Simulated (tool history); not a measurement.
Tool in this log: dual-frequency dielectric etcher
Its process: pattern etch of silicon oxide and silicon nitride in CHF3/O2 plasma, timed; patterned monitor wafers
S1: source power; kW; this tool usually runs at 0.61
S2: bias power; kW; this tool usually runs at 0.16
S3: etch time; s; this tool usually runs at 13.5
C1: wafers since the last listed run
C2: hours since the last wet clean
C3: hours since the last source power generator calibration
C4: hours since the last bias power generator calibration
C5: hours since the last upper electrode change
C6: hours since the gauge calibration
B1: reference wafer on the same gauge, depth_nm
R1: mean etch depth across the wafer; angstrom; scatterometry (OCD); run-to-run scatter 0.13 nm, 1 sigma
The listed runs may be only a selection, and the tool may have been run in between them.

run 1 hour=0 | S1=0.61 S2=0.138 S3=13.5 | C1=0 C2=63 C3=3527.4 C4=1498.1 C5=1359.2 C6=256.2 | B1=22.12 | R1=190
run 2 hour=44.9 | S1=0.61 S2=0.138 S3=13.5 | C1=636 C2=107.9 C3=3572.3 C4=1543 C5=1404.1 C6=301.1 | B1=22.09 | R1=189
run 3 hour=87.6 | S1=0.61 S2=0.16 S3=13.5 | C1=605 C2=150.6 C3=3615 C4=1585.7 C5=1446.8 C6=343.8 | B1=22.13 | R1=198.5
run 4 hour=141.6 | S1=0.73 S2=0.16 S3=12.5 | C1=766 C2=204.6 C3=3669 C4=1639.7 C5=1500.8 C6=397.8 | B1=22.09 | R1=206
run 5 hour=204.8 | S1=0.73 S2=0.16 S3=12.5 | C1=896 C2=267.8 C3=3732.2 C4=1702.9 C5=1564 C6=461 | B1=22.1 | R1=203.6
run 6 hour=251.5 | S1=0.73 S2=0.16 S3=12.5 | C1=662 C2=314.5 C3=3778.9 C4=1749.6 C5=1610.7 C6=507.7 | B1=22.07 | R1=202
run 7 hour=317.4 | S1=0.61 S2=0.13 S3=16.5 | C1=934 C2=380.4 C3=3844.8 C4=1815.5 C5=1676.6 C6=573.6 | B1=22.08 | R1=221.6
run 8 hour=364.7 | S1=0.61 S2=0.13 S3=16.5 | C1=671 C2=427.7 C3=3892.1 C4=1862.8 C5=1723.9 C6=620.9 | B1=22.13 | R1=222.6
-- hour=425.7 upper electrode replaced
run 9 hour=431 | S1=0.61 S2=0.13 S3=16.5 | C1=600 C2=494 C3=3958.4 C4=1929.1 C5=5.3 C6=687.2 | B1=22.1 | R1=221.4
-- hour=460.5 wet clean of the chamber
run 10 hour=489.8 | S1=0.61 S2=0.16 S3=10.5 | C1=493 C2=29.3 C3=4017.2 C4=1987.9 C5=64.1 C6=746 | B1=22.09 | R1=146.8
run 11 hour=551 | S1=0.61 S2=0.16 S3=10.5 | C1=868 C2=90.5 C3=4078.4 C4=2049.1 C5=125.3 C6=807.2 | B1=22.1 | R1=148.3
-- hour=570.2 gauge calibrated
run 12 hour=589.8 | S1=0.61 S2=0.145 S3=13.5 | C1=550 C2=129.3 C3=4117.2 C4=2087.9 C5=164.1 C6=19.6 | B1=22.05 | R1=183.2
-- hour=739.2 wet clean of the chamber, repeated, since the last time left the tool worse
run 13 hour=765.3 | S1=0.61 S2=0.187 S3=12.5 | C1=2149 C2=26.1 C3=4292.7 C4=2263.4 C5=339.6 C6=195.1 | B1=22.09 | R1=191.6
run 14 hour=793.4 | S1=0.54 S2=0.16 S3=13.5 | C1=398 C2=54.2 C3=4320.8 C4=2291.5 C5=367.7 C6=223.2 | B1=22.04 | R1=182.2
-- hour=801.8 source power generator calibrated
run 15 hour=864.8 | S1=0.61 S2=0.16 S3=13.5 | C1=956 C2=125.6 C3=63 C4=2362.9 C5=439.1 C6=294.6 | B1=22.11 | R1=196.6
run 16 hour=917.4 | S1=0.61 S2=0.16 S3=13.5 | C1=746 C2=178.2 C3=115.6 C4=2415.5 C5=491.7 C6=347.2 | B1=22.07 | R1=196.8
-- hour=939.2 bias power generator calibrated
run 17 hour=943.6 | S1=0.69 S2=0.186 S3=13.5 | C1=314 C2=204.4 C3=141.8 C4=4.4 C5=517.9 C6=373.4 | B1=22.09 | R1=224.7
run 18 hour=999.7 | S1=0.75 S2=0.16 S3=14.5 | C1=795 C2=260.5 C3=197.9 C4=60.5 C5=574 C6=429.5 | B1=22.13 | R1=238.4
run 19 hour=1041.8 | S1=0.66 S2=0.134 S3=15.5 | C1=597 C2=302.6 C3=240 C4=102.6 C5=616.1 C6=471.6 | B1=22.1 | R1=220.8
run 20 hour=1092.8 | S1=0.47 S2=0.16 S3=16 | C1=723 C2=353.6 C3=291 C4=153.6 C5=667.1 C6=522.6 | B1=22.12 | R1=193.9
run 21 hour=1150.5 | S1=0.61 S2=0.16 S3=13.5 | C1=818 C2=411.3 C3=348.7 C4=211.3 C5=724.8 C6=580.3 | B1=22.03 | R1=193.2
run 22 hour=1211.9 | S1=0.5 S2=0.16 S3=9.5 | C1=871 C2=472.7 C3=410.1 C4=272.7 C5=786.2 C6=641.7 | B1=22.12 | R1=118.1
-- hour=1278 wet clean of the chamber
run 23 hour=1278.5 | S1=0.61 S2=0.16 S3=16 | C1=604 C2=0.5 C3=476.7 C4=339.3 C5=852.8 C6=708.3 | B1=22.07 | R1=239.2

Below are 3 alternative next runs, each starting from the tool's condition after run 23. Predict each:
run A hour=1278.9 | S1=0.61 S2=0.16 S3=13.5 | C1=5 C2=0.9 C3=477.1 C4=339.7 C5=853.2 C6=708.7 | B1=? | R1=?
run B hour=1278.9 | S1=0.67 S2=0.148 S3=13.5 | C1=5 C2=0.9 C3=477.1 C4=339.7 C5=853.2 C6=708.7 | B1=? | R1=?
run C hour=1278.9 | S1=0.68 S2=0.126 S3=17 | C1=5 C2=0.9 C3=477.1 C4=339.7 C5=853.2 C6=708.7 | B1=? | R1=?

run=A B1=22.07 R1=199.9
run=B B1=22.07 R1=205.5
run=C B1=22.07 R1=247
Without the tool's hidden state the same runs would have given:
run=A R1=199.3
run=B R1=205
run=C R1=246.3
